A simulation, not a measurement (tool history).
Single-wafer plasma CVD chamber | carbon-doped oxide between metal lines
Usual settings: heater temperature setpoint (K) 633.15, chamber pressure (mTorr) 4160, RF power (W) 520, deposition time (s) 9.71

run   hour  heater temperature setpoint (K)  chamber pressure (mTorr)  RF power (W)  deposition time (s)  wafers since the last listed run  hours since the last thermocouple change  hours since the last RF generator calibration  hours since the last manometer calibration  hours since the showerhead was replaced  hours since the gauge calibration  read-back reference wafer on the same gauge, thickness_nm  mean film thickness on the monitor wafer (nm)
  1    0.0                           633.15                      4160           520                 9.71                                 0                                     456.0                                         2032.8                                      1953.2                                   4727.1                              430.1                                                     55.353                                         47.876
  2   83.4                           633.15                      4160           520                 9.71                              1457                                     539.4                                         2116.2                                      2036.6                                   4810.5                              513.5                                                     55.398                                         47.675
  3  119.8                           633.15                      4160           520                 9.71                               636                                     575.8                                         2152.6                                      2073.0                                   4846.9                              549.9                                                     55.372                                         47.640
  4  154.7                           633.15                      4160           520                 9.71                               610                                     610.7                                         2187.5                                      2107.9                                   4881.8                              584.8                                                     55.443                                         47.730
  5  188.8                           633.15                      4160           520                 9.71                               596                                     644.8                                         2221.6                                      2142.0                                   4915.9                              618.9                                                     55.369                                         47.637
  6  224.6                           633.15                      4160           520                 9.71                               625                                     680.6                                         2257.4                                      2177.8                                   4951.7                              654.7                                                     55.365                                         47.519
  7  244.9                           633.15                      4160           520                 9.71                               354                                     700.9                                         2277.7                                      2198.1                                   4972.0                              675.0                                                     55.375                                         47.605
  8  270.6                           633.15                      4160           520                 9.71                               449                                     726.6                                         2303.4                                      2223.8                                   4997.7                              700.7                                                     55.367                                         47.620
     280.5  -- gauge calibrated
  9  299.2                           633.15                      4160           520                 9.71                               499                                     755.2                                         2332.0                                      2252.4                                   5026.3                               18.7                                                     55.383                                         47.588
 10  333.5                           633.15                      4160           520                 9.71                               599                                     789.5                                         2366.3                                      2286.7                                   5060.6                               53.0                                                     55.367                                         47.535
 11  351.8                           633.15                      4160           520                 9.71                               319                                     807.8                                         2384.6                                      2305.0                                   5078.9                               71.3                                                     55.413                                         47.552
     383.0  -- RF generator calibrated
     385.5  -- thermocouple changed; heater temperature recalibrated
 12  386.3                           633.15                      4160           520                 9.71                               418                                       0.8                                            3.3                                      2339.5                                   5113.4                              105.8                                                     55.415                                         47.687
 13  421.4                           633.15                      4160           520                 9.71                               613                                      35.9                                           38.4                                      2374.6                                   5148.5                              140.9                                                     55.392                                         47.603
 14  446.4                           633.15                      4160           520                 9.71                               437                                      60.9                                           63.4                                      2399.6                                   5173.5                              165.9                                                     55.358                                         47.598
 15  458.7                           633.15                      4160           520                 9.71                               215                                      73.2                                           75.7                                      2411.9                                   5185.8                              178.2                                                     55.416                                         47.745
 16  486.7                           633.15                      3640           520                10.39                               489                                     101.2                                          103.7                                      2439.9                                   5213.8                              206.2                                                     55.380                                         50.161
 17  500.5                           619.15                      4160           520                 9.71                               241                                     115.0                                          117.5                                      2453.7                                   5227.6                              220.0                                                     55.404                                         49.864
 18  516.3                           640.15                      4740           495                11.27                               276                                     130.8                                          133.3                                      2469.5                                   5243.4                              235.8                                                     55.389                                         52.450
     538.8  -- capacitance manometer re-zeroed and calibrated
 19  545.7                           643.15                      4160           440                 8.54                               374                                     160.2                                          162.7                                         6.9                                   5272.8                              265.2                                                     55.380                                         34.929
     563.2  -- showerhead replaced
 20  573.5                           621.15                      3570           490                11.11                               346                                     188.0                                          190.5                                        34.7                                     10.3                              293.0                                                     55.377                                         53.036
 21  637.9                           633.15                      3700           520                10.86                              1125                                     252.4                                          254.9                                        99.1                                     74.7                              357.4                                                     55.362                                         52.673
 22  665.3                           647.15                      4160           520                 9.71                               478                                     279.8                                          282.3                                       126.5                                    102.1                              384.8                                                     55.461                                         45.957
 23  679.3                           633.15                      3730           425                 9.71                               244                                     293.8                                          296.3                                       140.5                                    116.1                              398.8                                                     55.431                                         39.015
 24  696.9                           633.15                      3830           520                 8.43                               307                                     311.4                                          313.9                                       158.1                                    133.7                              416.4                                                     55.424                                         41.029
 25  732.5                           633.15                      3480           560                 9.71                               622                                     347.0                                          349.5                                       193.7                                    169.3                              452.0                                                     55.400                                         49.740
 26  748.0                           633.15                      4160           520                 9.71                               270                                     362.5                                          365.0                                       209.2                                    184.8                              467.5                                                     55.416                                         47.591
 27  776.4                           633.15                      4160           520                 9.71                               496                                     390.9                                          393.4                                       237.6                                    213.2                              495.9                                                     55.416                                         47.611
 28  810.2                           628.15                      3230           590                 8.99                               590                                     424.7                                          427.2                                       271.4                                    247.0                              529.7                                                     55.411                                         48.468
 29  837.7                           633.15                      4160           520                 9.71                               480                                     452.2                                          454.7                                       298.9                                    274.5                              557.2                                                     55.432                                         47.669

Hidden state, per run?
wafer temperature above the value expected at the setpoint (K): 0, the same for each run
delivered RF power above the setpoint (%): 0, the same for each run
true pressure above the setpoint (%): 0, the same for each run
gauge reads high (%): 0, the same for each run
